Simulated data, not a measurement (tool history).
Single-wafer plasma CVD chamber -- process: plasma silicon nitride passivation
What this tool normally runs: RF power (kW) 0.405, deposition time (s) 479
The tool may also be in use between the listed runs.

run,hour,RF power (kW),deposition time (s),wafers since the last listed run,hours since the last RF generator calibration,hours since the showerhead was replaced,hours since the gauge calibration,"read-back reference wafer on the same gauge, thickness_nm",mean film thickness on the monitor wafer (Å)
1,0,0.405,479,0,1288.3,4416.9,118.5,670.403,6496.17
2,10.5,0.405,479,34,1298.8,4427.4,129,669.612,6421.13
3,22.9,0.405,479,40,1311.2,4439.8,141.4,668.818,6462.54
4,36.5,0.405,479,44,1324.8,4453.4,155,669.532,6467.17
5,45.5,0.405,479,29,1333.8,4462.4,164,670.114,6443.52
6,62.3,0.405,479,55,1350.6,4479.2,180.8,669.958,6429.13
7,77.5,0.405,479,49,1365.8,4494.4,196,669.1,6463.22
# hour 86.9: showerhead replaced
8,87.3,0.44,479,5,1375.6,0.4,205.8,669.953,6576.22
9,95.8,0.44,479,27,1384.1,8.9,214.3,669.372,6578.1
10,108.3,0.405,414,40,1396.6,21.4,226.8,669.419,5574.1
11,120.4,0.405,479,39,1408.7,33.5,238.9,669.14,6446.68
# hour 128: gauge calibrated
12,134.4,0.405,479,45,1422.7,47.5,6.4,671.005,6489.99
13,142.5,0.405,479,26,1430.8,55.6,14.5,668.909,6417.03
14,148.7,0.365,435,20,1437,61.8,20.7,670.512,5740.91
# hour 159.8: RF generator calibrated
15,160.6,0.38,479,12,0.8,73.7,32.6,669.734,6331.7
16,167.8,0.345,395,23,8,80.9,39.8,669.871,5142.89
17,183.7,0.405,436,52,23.9,96.8,55.7,669.718,5860.52
18,193.4,0.365,479,31,33.6,106.5,65.4,669.899,6319.53
19,204.7,0.475,451,37,44.9,117.8,76.7,669.946,6303.3

Consider 3 possible next runs. They are alternatives, not a sequence: every one starts from the tool as it was left by run 19. What does each give?
A,205.2,0.405,539,1,45.4,118.3,77.2,?,?
B,205.2,0.365,508,1,45.4,118.3,77.2,?,?
C,205.2,0.375,419,1,45.4,118.3,77.2,?,?

run,"read-back reference wafer on the same gauge, thickness_nm",mean film thickness on the monitor wafer (Å)
A,670.373,7240.47
B,670.373,6678.77
C,670.373,5539.2
With the hidden condition removed and each run's random variation left untouched, the same runs would have given:
run,mean film thickness on the monitor wafer (Å)
A,7240.47
B,6678.77
C,5539.2

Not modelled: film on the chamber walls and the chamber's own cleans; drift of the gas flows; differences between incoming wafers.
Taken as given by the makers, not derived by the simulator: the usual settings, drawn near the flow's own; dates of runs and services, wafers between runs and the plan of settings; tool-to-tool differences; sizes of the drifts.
